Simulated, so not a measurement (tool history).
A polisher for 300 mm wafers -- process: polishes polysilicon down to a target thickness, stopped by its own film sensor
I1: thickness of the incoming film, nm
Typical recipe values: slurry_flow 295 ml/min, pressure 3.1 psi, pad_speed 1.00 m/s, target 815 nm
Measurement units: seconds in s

{"run": 1, "hour": 0.0, "slurry_flow": 295, "pressure": 3.1, "pad_speed": 1.0, "target": 900, "I1": 1305.2, "seconds": 32.7}
{"run": 2, "hour": 10.7, "slurry_flow": 295, "pressure": 3.1, "pad_speed": 1.0, "target": 815, "I1": 1309.6, "seconds": 40.2}
{"run": 3, "hour": 25.6, "slurry_flow": 295, "pressure": 3.1, "pad_speed": 1.0, "target": 815, "I1": 1337.3, "seconds": 42.7}
{"run": 4, "hour": 32.8, "slurry_flow": 295, "pressure": 3.1, "pad_speed": 1.0, "target": 815, "I1": 1332.1, "seconds": 42.6}
{"run": 5, "hour": 44.4, "slurry_flow": 295, "pressure": 3.1, "pad_speed": 1.0, "target": 815, "I1": 1308.9, "seconds": 40.6}
{"hour": 52.0, "done": "worn pad replaced by a new one"}
{"run": 6, "hour": 55.1, "slurry_flow": 295, "pressure": 3.1, "pad_speed": 1.0, "target": 815, "I1": 1299.4, "seconds": 39.5}
{"run": 7, "hour": 66.6, "slurry_flow": 295, "pressure": 3.1, "pad_speed": 1.0, "target": 815, "I1": 1300.2, "seconds": 40.2}
{"run": 8, "hour": 72.9, "slurry_flow": 295, "pressure": 3.1, "pad_speed": 1.0, "target": 815, "I1": 1300.1, "seconds": 39.7}
{"run": 9, "hour": 81.4, "slurry_flow": 295, "pressure": 3.1, "pad_speed": 1.0, "target": 815, "I1": 1297.2, "seconds": 39.3}
{"run": 10, "hour": 98.2, "slurry_flow": 295, "pressure": 3.8, "pad_speed": 1.0, "target": 815, "I1": 1303.9, "seconds": 32.6}
{"run": 11, "hour": 115.8, "slurry_flow": 295, "pressure": 3.8, "pad_speed": 1.0, "target": 815, "I1": 1318.5, "seconds": 33.3}
{"run": 12, "hour": 122.0, "slurry_flow": 335, "pressure": 3.1, "pad_speed": 1.0, "target": 815, "I1": 1295.7, "seconds": 39.4}
{"run": 13, "hour": 129.8, "slurry_flow": 335, "pressure": 3.1, "pad_speed": 1.0, "target": 815, "I1": 1292.7, "seconds": 38.6}
{"run": 14, "hour": 146.8, "slurry_flow": 335, "pressure": 3.1, "pad_speed": 1.0, "target": 815, "I1": 1299.0, "seconds": 38.7}
{"hour": 159.1, "done": "head pressure recalibrated"}
{"run": 15, "hour": 161.5, "slurry_flow": 295, "pressure": 3.1, "pad_speed": 1.0, "target": 815, "I1": 1309.5, "seconds": 48.2}
{"run": 16, "hour": 172.1, "slurry_flow": 295, "pressure": 3.1, "pad_speed": 1.0, "target": 776, "I1": 1306.6, "seconds": 51.4}
{"hour": 176.8, "done": "worn pad replaced by a new one"}
{"run": 17, "hour": 188.8, "slurry_flow": 295, "pressure": 3.1, "pad_speed": 1.22, "target": 853, "I1": 1319.6, "seconds": 36.6}
{"run": 18, "hour": 203.1, "slurry_flow": 295, "pressure": 3.1, "pad_speed": 1.3, "target": 815, "I1": 1309.8, "seconds": 36.7}
{"run": 19, "hour": 255.5, "slurry_flow": 295, "pressure": 3.1, "pad_speed": 1.0, "target": 815, "I1": 1323.1, "seconds": 48.9}
{"run": 20, "hour": 262.3, "slurry_flow": 295, "pressure": 2.4, "pad_speed": 1.0, "target": 961, "I1": 1308.0, "seconds": 43.9}
{"run": 21, "hour": 278.3, "slurry_flow": 295, "pressure": 3.1, "pad_speed": 1.0, "target": 815, "I1": 1334.2, "seconds": 50.0}
{"hour": 284.0, "done": "worn pad replaced by a new one"}
{"run": 22, "hour": 293.2, "slurry_flow": 375, "pressure": 3.1, "pad_speed": 0.8, "target": 815, "I1": 1311.0, "seconds": 59.3}
{"run": 23, "hour": 303.9, "slurry_flow": 365, "pressure": 3.1, "pad_speed": 0.78, "target": 930, "I1": 1295.3, "seconds": 44.3}
{"run": 24, "hour": 320.9, "slurry_flow": 200, "pressure": 3.8, "pad_speed": 0.8, "target": 649, "I1": 1292.2, "seconds": 67.4}
{"run": 25, "hour": 332.9, "slurry_flow": 295, "pressure": 3.1, "pad_speed": 1.0, "target": 815, "I1": 1322.3, "seconds": 49.3}
{"hour": 345.3, "done": "slurry nozzle cleaned"}
{"run": 26, "hour": 349.6, "slurry_flow": 295, "pressure": 3.7, "pad_speed": 1.0, "target": 815, "I1": 1283.0, "seconds": 36.2}
{"run": 27, "hour": 356.3, "slurry_flow": 295, "pressure": 3.1, "pad_speed": 1.0, "target": 815, "I1": 1320.1, "seconds": 46.5}
{"run": 28, "hour": 369.2, "slurry_flow": 225, "pressure": 2.1, "pad_speed": 0.86, "target": 815, "I1": 1306.3, "seconds": 79.8}
{"run": 29, "hour": 381.5, "slurry_flow": 235, "pressure": 3.1, "pad_speed": 1.0, "target": 815, "I1": 1302.3, "seconds": 45.3}
{"run": 30, "hour": 393.5, "slurry_flow": 265, "pressure": 3.1, "pad_speed": 1.34, "target": 815, "I1": 1310.4, "seconds": 34.3}
{"hour": 403.5, "done": "worn pad replaced by a new one"}
{"run": 31, "hour": 404.7, "slurry_flow": 295, "pressure": 3.1, "pad_speed": 1.34, "target": 764, "I1": 1293.0, "seconds": 36.3}
{"run": 32, "hour": 420.0, "slurry_flow": 295, "pressure": 3.1, "pad_speed": 1.0, "target": 679, "I1": 1298.9, "seconds": 56.6}

Run 33 comes next. What will it give?
{"run": 33, "hour": 426.1, "slurry_flow": 295, "pressure": 3.4, "pad_speed": 0.88, "target": 934, "I1": 1291.9, "seconds": "?"}

seconds: 34.0 s
If the tool had no hidden condition, the same run with the same run-to-run variation would have returned seconds 33.6 s.
